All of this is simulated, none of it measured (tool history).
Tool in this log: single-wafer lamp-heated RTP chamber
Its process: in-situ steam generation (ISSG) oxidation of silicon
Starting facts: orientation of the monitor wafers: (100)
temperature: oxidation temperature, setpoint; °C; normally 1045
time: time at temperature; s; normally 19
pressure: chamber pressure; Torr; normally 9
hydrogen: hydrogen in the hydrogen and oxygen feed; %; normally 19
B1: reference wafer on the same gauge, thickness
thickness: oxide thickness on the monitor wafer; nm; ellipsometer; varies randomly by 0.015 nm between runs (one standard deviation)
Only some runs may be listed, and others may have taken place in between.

run 1 hour=0 | temperature=1045 time=19 pressure=9 hydrogen=19 | B1=7.71 | thickness=7.048
run 2 hour=107 | temperature=1045 time=15 pressure=9 hydrogen=13 | B1=7.707 | thickness=5.753
run 3 hour=212.5 | temperature=1045 time=15 pressure=9 hydrogen=13 | B1=7.716 | thickness=5.74
run 4 hour=289.3 | temperature=1045 time=15 pressure=9 hydrogen=13 | B1=7.718 | thickness=5.694
run 5 hour=353.9 | temperature=1045 time=19 pressure=9 hydrogen=19 | B1=7.72 | thickness=7.072
run 6 hour=407.7 | temperature=1045 time=19 pressure=9 hydrogen=19 | B1=7.72 | thickness=7.022
run 7 hour=460 | temperature=1045 time=19 pressure=9 hydrogen=19 | B1=7.719 | thickness=7.043
run 8 hour=562.9 | temperature=1045 time=19 pressure=9 hydrogen=19 | B1=7.725 | thickness=7.021
run 9 hour=623.9 | temperature=1045 time=19 pressure=9 hydrogen=19 | B1=7.721 | thickness=7.046
run 10 hour=660.6 | temperature=1045 time=13 pressure=9 hydrogen=19 | B1=7.72 | thickness=5.795
run 11 hour=722.2 | temperature=1045 time=13 pressure=9 hydrogen=19 | B1=7.727 | thickness=5.842
run 12 hour=802.6 | temperature=1062 time=13 pressure=9 hydrogen=16 | B1=7.727 | thickness=6.056
-- hour=835.6 pyrometer window cleaned and pyrometer calibrated
run 13 hour=893.6 | temperature=1045 time=17 pressure=7.9 hydrogen=19 | B1=7.72 | thickness=6.679
-- hour=940.2 pressure gauge zeroed
run 14 hour=940.7 | temperature=1045 time=19 pressure=9 hydrogen=19 | B1=7.732 | thickness=7.068
run 15 hour=1017.6 | temperature=1045 time=15 pressure=8.5 hydrogen=19 | B1=7.733 | thickness=6.259
run 16 hour=1106.4 | temperature=1062 time=13 pressure=9 hydrogen=28 | B1=7.733 | thickness=6.947
-- hour=1134.5 gauge calibrated
run 17 hour=1185.9 | temperature=1045 time=19 pressure=9 hydrogen=19 | B1=7.571 | thickness=6.891
run 18 hour=1234.9 | temperature=1045 time=19 pressure=9 hydrogen=22 | B1=7.572 | thickness=7.115
run 19 hour=1276 | temperature=1040 time=12 pressure=10.1 hydrogen=26 | B1=7.586 | thickness=5.656
run 20 hour=1337.7 | temperature=1050 time=19 pressure=9.6 hydrogen=14 | B1=7.592 | thickness=6.621
-- hour=1360.5 hydrogen flow controller replaced
run 21 hour=1402.5 | temperature=1045 time=23 pressure=8.3 hydrogen=19 | B1=7.6 | thickness=7.681
run 22 hour=1445 | temperature=1045 time=19 pressure=9 hydrogen=19 | B1=7.6 | thickness=6.894
run 23 hour=1490.6 | temperature=1064 time=15 pressure=9 hydrogen=13 | B1=7.609 | thickness=6.228
run 24 hour=1569.5 | temperature=1064 time=19 pressure=8.5 hydrogen=11 | B1=7.615 | thickness=6.864
run 25 hour=1621.7 | temperature=1054 time=23 pressure=9 hydrogen=19 | B1=7.623 | thickness=8.057
run 26 hour=1694.7 | temperature=1045 time=16 pressure=8.5 hydrogen=19 | B1=7.625 | thickness=6.4
run 27 hour=1746.7 | temperature=1057 time=19 pressure=7.7 hydrogen=19 | B1=7.639 | thickness=7.478
run 28 hour=2029.6 | temperature=1045 time=19 pressure=9 hydrogen=19 | B1=7.651 | thickness=6.957
run 29 hour=2090.3 | temperature=1045 time=15 pressure=9 hydrogen=13 | B1=7.666 | thickness=5.663
run 30 hour=2165.8 | temperature=1045 time=22 pressure=9 hydrogen=19 | B1=7.658 | thickness=7.546
-- hour=2209.8 pyrometer window cleaned and pyrometer calibrated
run 31 hour=2257.2 | temperature=1045 time=19 pressure=9.5 hydrogen=19 | B1=7.668 | thickness=6.947
run 32 hour=2308.2 | temperature=1033 time=12 pressure=9.5 hydrogen=13 | B1=7.672 | thickness=4.774

State the hidden condition of the tool at each of the runs:
true wafer temperature minus pyrometer reading, K: 0 across all the runs
true pressure minus gauge reading, Torr: 0 across all the runs
deviation of the hydrogen flow from its setpoint, %: 0 across all the runs
H1: gauge reads high (%)
run=1 H1=1.99
run=2 H1=2.03
run=3 H1=2.07
run=4 H1=2.09
run=5 H1=2.11
run=6 H1=2.12
run=7 H1=2.14
run=8 H1=2.16
run=9 H1=2.17
run=10 H1=2.18
run=11 H1=2.19
run=12 H1=2.21
run=13 H1=2.22
run=14 H1=2.23
run=15 H1=2.24
run=16 H1=2.25
run=17 H1=0.085
run=18 H1=0.189
run=19 H1=0.272
run=20 H1=0.389
run=21 H1=0.503
run=22 H1=0.573
run=23 H1=0.645
run=24 H1=0.76
run=25 H1=0.83
run=26 H1=0.922
run=27 H1=0.982
run=28 H1=1.25
run=29 H1=1.3
run=30 H1=1.35
run=31 H1=1.41
run=32 H1=1.44
